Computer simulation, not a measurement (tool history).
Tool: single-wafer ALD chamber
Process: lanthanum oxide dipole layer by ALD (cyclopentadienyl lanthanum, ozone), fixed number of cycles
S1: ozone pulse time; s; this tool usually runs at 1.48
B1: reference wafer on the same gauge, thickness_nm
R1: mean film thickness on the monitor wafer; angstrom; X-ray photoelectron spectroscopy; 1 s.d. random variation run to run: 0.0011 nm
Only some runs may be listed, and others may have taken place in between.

run	hour	S1	B1	R1
1	0	1.48	0.477	5.31
2	30.4	1.95	0.478	5.54
3	58.5	1.95	0.478	5.56
4	71.4	1.95	0.479	5.54
5	85.9	1.48	0.479	5.34
6	98.3	1.01	0.48	4.42
7	119.9	1.48	0.48	5.36
# hour 141.1: showerhead replaced
8	141.7	1.48	0.481	5.37
# hour 171.8: ozone generator serviced
9	172.3	1.13	0.482	4.81
10	194.8	2.03	0.483	5.63
11	220.6	1.02	0.484	4.49
12	234.4	1.75	0.485	5.57
# hour 240.2: gauge calibrated
13	249.1	1.66	0.475	5.4
# hour 276: thermocouple changed; heater temperature recalibrated
14	279.8	1.48	0.475	5.3
15	297.2	1.48	0.475	5.3
16	326.8	1.12	0.475	4.72
17	347.5	1.97	0.476	5.53

Branching from run 17: 5 alternative next runs. What would each branch give?
A	347.9	1.48	?	?
B	347.9	0.98	?	?
C	347.9	1.78	?	?
D	347.9	1.71	?	?
E	347.9	1.03	?	?

run	B1	R1
A	0.475	5.3
B	0.475	4.27
C	0.475	5.48
D	0.475	5.45
E	0.475	4.45
Had the tool no hidden state, the same runs would have come out as:
run	R1
A	5.29
B	4.25
C	5.46
D	5.43
E	4.44

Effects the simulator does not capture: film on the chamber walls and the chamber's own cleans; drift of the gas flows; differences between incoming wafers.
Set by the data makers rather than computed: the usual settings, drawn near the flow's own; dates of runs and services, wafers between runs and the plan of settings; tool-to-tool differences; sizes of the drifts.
